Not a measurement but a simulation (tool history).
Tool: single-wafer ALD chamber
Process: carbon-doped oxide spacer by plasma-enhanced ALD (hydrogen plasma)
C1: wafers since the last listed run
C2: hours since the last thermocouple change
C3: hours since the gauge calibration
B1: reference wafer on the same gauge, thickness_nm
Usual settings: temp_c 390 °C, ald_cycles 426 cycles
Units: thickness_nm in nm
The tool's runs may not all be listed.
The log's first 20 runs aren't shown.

{"run": 21, "day": 59.029, "temp_c": 390, "ald_cycles": 426, "C1": 44, "C2": 172.5, "C3": 1789.2, "B1": 24.771, "thickness_nm": 20.796}
{"run": 22, "day": 60.917, "temp_c": 390, "ald_cycles": 426, "C1": 37, "C2": 217.8, "C3": 1834.5, "B1": 24.821, "thickness_nm": 20.732}
{"day": 61.496, "done": "gauge calibrated"}
{"run": 23, "day": 62.975, "temp_c": 376, "ald_cycles": 369, "C1": 40, "C2": 267.2, "C3": 35.5, "B1": 24.274, "thickness_nm": 17.626}
{"run": 24, "day": 64.617, "temp_c": 390, "ald_cycles": 426, "C1": 32, "C2": 306.6, "C3": 74.9, "B1": 24.23, "thickness_nm": 20.33}
{"run": 25, "day": 67.129, "temp_c": 382, "ald_cycles": 426, "C1": 49, "C2": 366.9, "C3": 135.2, "B1": 24.278, "thickness_nm": 20.324}
{"run": 26, "day": 69.512, "temp_c": 404, "ald_cycles": 350, "C1": 46, "C2": 424.1, "C3": 192.4, "B1": 24.276, "thickness_nm": 16.414}
{"run": 27, "day": 73.754, "temp_c": 390, "ald_cycles": 426, "C1": 83, "C2": 525.9, "C3": 294.2, "B1": 24.275, "thickness_nm": 20.313}
{"run": 28, "day": 76.504, "temp_c": 383, "ald_cycles": 426, "C1": 54, "C2": 591.9, "C3": 360.2, "B1": 24.274, "thickness_nm": 20.338}
{"run": 29, "day": 78.604, "temp_c": 397, "ald_cycles": 404, "C1": 41, "C2": 642.3, "C3": 410.6, "B1": 24.283, "thickness_nm": 19.342}
{"run": 30, "day": 82.725, "temp_c": 390, "ald_cycles": 390, "C1": 81, "C2": 741.2, "C3": 509.5, "B1": 24.316, "thickness_nm": 18.718}
{"run": 31, "day": 86.862, "temp_c": 382, "ald_cycles": 342, "C1": 81, "C2": 840.5, "C3": 608.8, "B1": 24.298, "thickness_nm": 16.355}
{"run": 32, "day": 89.5, "temp_c": 404, "ald_cycles": 356, "C1": 51, "C2": 903.8, "C3": 672.1, "B1": 24.364, "thickness_nm": 16.826}
{"run": 33, "day": 96.675, "temp_c": 394, "ald_cycles": 511, "C1": 141, "C2": 1076.0, "C3": 844.3, "B1": 24.383, "thickness_nm": 24.531}
{"day": 101.162, "done": "thermocouple changed; heater temperature recalibrated"}
{"run": 34, "day": 109.012, "temp_c": 390, "ald_cycles": 426, "C1": 236, "C2": 188.4, "C3": 1140.4, "B1": 24.507, "thickness_nm": 20.525}
{"run": 35, "day": 110.912, "temp_c": 390, "ald_cycles": 426, "C1": 37, "C2": 234.0, "C3": 1186.0, "B1": 24.526, "thickness_nm": 20.572}
{"run": 36, "day": 114.717, "temp_c": 390, "ald_cycles": 426, "C1": 74, "C2": 325.3, "C3": 1277.3, "B1": 24.586, "thickness_nm": 20.574}
{"run": 37, "day": 119.075, "temp_c": 390, "ald_cycles": 458, "C1": 85, "C2": 429.9, "C3": 1381.9, "B1": 24.621, "thickness_nm": 22.238}
{"run": 38, "day": 121.371, "temp_c": 395, "ald_cycles": 357, "C1": 45, "C2": 485.0, "C3": 1437.0, "B1": 24.65, "thickness_nm": 17.355}
{"run": 39, "day": 124.012, "temp_c": 390, "ald_cycles": 426, "C1": 52, "C2": 548.4, "C3": 1500.4, "B1": 24.697, "thickness_nm": 20.732}
{"run": 40, "day": 127.229, "temp_c": 394, "ald_cycles": 426, "C1": 63, "C2": 625.6, "C3": 1577.6, "B1": 24.729, "thickness_nm": 20.756}
{"run": 41, "day": 131.704, "temp_c": 390, "ald_cycles": 426, "C1": 88, "C2": 733.0, "C3": 1685.0, "B1": 24.783, "thickness_nm": 20.837}
{"run": 42, "day": 134.621, "temp_c": 395, "ald_cycles": 510, "C1": 57, "C2": 803.0, "C3": 1755.0, "B1": 24.826, "thickness_nm": 24.969}

4 ways to go on from here, each from the tool as it stands after run 42. What would each give?
{"run": "A", "day": 134.667, "temp_c": 390, "ald_cycles": 426, "C1": 0, "C2": 804.1, "C3": 1756.1, "B1": "?", "thickness_nm": "?"}
{"run": "B", "day": 134.667, "temp_c": 397, "ald_cycles": 480, "C1": 0, "C2": 804.1, "C3": 1756.1, "B1": "?", "thickness_nm": "?"}
{"run": "C", "day": 134.667, "temp_c": 379, "ald_cycles": 466, "C1": 0, "C2": 804.1, "C3": 1756.1, "B1": "?", "thickness_nm": "?"}
{"run": "D", "day": 134.667, "temp_c": 390, "ald_cycles": 488, "C1": 0, "C2": 804.1, "C3": 1756.1, "B1": "?", "thickness_nm": "?"}

run=A B1=24.850 thickness_nm=20.840
run=B B1=24.850 thickness_nm=23.481
run=C B1=24.850 thickness_nm=22.796
run=D B1=24.850 thickness_nm=23.873
Without the tool's hidden state the same runs would have given:
run=A thickness_nm=20.213
run=B thickness_nm=22.775
run=C thickness_nm=22.111
run=D thickness_nm=23.155
